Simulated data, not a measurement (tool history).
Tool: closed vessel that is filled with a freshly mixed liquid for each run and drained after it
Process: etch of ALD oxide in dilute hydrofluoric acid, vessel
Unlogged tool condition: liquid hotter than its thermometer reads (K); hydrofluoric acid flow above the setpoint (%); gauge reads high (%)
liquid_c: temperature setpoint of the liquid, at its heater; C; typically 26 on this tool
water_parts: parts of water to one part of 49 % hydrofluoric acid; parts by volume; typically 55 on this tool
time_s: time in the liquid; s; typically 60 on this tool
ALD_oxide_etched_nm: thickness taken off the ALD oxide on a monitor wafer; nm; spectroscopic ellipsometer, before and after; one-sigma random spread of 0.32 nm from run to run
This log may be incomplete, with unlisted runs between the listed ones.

run    hour  liquid_c  water_parts  time_s  wafers since the last listed run  hours since the thermometer was replaced  hours since the hydrofluoric acid flow meter was replaced  hours since the gauge calibration  read-back film thickness of the ALD oxide reference wafer, read on the same gauge (nm)  ALD_oxide_etched_nm
  1       0      27.5           55      70                                 0                                    1180.1                                                      114.8                              378.5                                                                                  100.01                44.15
  2    56.1      27.5           55      70                              4636                                    1236.2                                                      170.9                              434.6                                                                                   99.99                44.85
  3   102.6      27.5           55      70                              3842                                    1282.7                                                      217.4                              481.1                                                                                  100.01                44.25
  4   199.4        26           55      60                              7999                                    1379.5                                                      314.2                              577.9                                                                                   99.98                36.54
  5   261.4        26           55      60                              5123                                    1441.5                                                      376.2                              639.9                                                                                   99.98                36.38
  6   293.9        26           55      60                              2685                                      1474                                                      408.7                              672.4                                                                                   99.96                36.78
      417.2  -- gauge calibrated
  7   471.2        26           55      35                             14652                                    1651.3                                                        586                                 54                                                                                   99.99                21.21
  8   515.7        26           55      35                              3677                                    1695.8                                                      630.5                               98.5                                                                                   99.98                21.51
  9   583.7        26           55      60                              5619                                    1763.8                                                      698.5                              166.5                                                                                     100                36.59
 10   633.3        26           55      60                              4098                                    1813.4                                                      748.1                              216.1                                                                                  100.02                36.64
 11   704.1        26           55      60                              5850                                    1884.2                                                      818.9                              286.9                                                                                   99.97                37.02
 12   754.2        22           85      30                              4140                                    1934.3                                                        869                                337                                                                                  100.02                 9.79
      760.7  -- thermometer replaced
 13   797.3        24           65      60                              3479                                      36.6                                                      912.1                              380.1                                                                                  100.04                28.43
      835.7  -- hydrofluoric acid flow meter replaced
 14   851.3        26           55      60                              4379                                      90.6                                                       15.6                              434.1                                                                                  100.01                34.92
 15   890.4        26           65      50                              3231                                     129.7                                                       54.7                              473.2                                                                                   99.98                24.65
 16   956.1        26           55      60                              5429                                     195.4                                                      120.4                              538.9                                                                                   99.99                36.03
 17   987.1        21           55      90                              2561                                     226.4                                                      151.4                              569.9                                                                                  100.03                 43.3
 18  1018.7        26           55      40                              2611                                       258                                                        183                              601.5                                                                                   99.99                23.73
 19  1104.1        26           55      60                              7057                                     343.4                                                      268.4                              686.9                                                                                   99.98                35.72
 20  1129.6      29.5           70      60                              2107                                     368.9                                                      293.9                              712.4                                                                                     100                31.77
     1167.9  -- gauge calibrated
 21    1180        30           55      50                              4165                                     419.3                                                      344.3                               12.1                                                                                  100.04                35.42

Forecast run 22:
 22  1212.5        31           65      90                              2685                                     451.8                                                      376.8                               44.6                                                                                       ?                    ?

read-back film thickness of the ALD oxide reference wafer, read on the same gauge (nm): 100
ALD_oxide_etched_nm: 54.6 nm
With no hidden state in the tool, this same run would have given ALD_oxide_etched_nm 53.68 nm.

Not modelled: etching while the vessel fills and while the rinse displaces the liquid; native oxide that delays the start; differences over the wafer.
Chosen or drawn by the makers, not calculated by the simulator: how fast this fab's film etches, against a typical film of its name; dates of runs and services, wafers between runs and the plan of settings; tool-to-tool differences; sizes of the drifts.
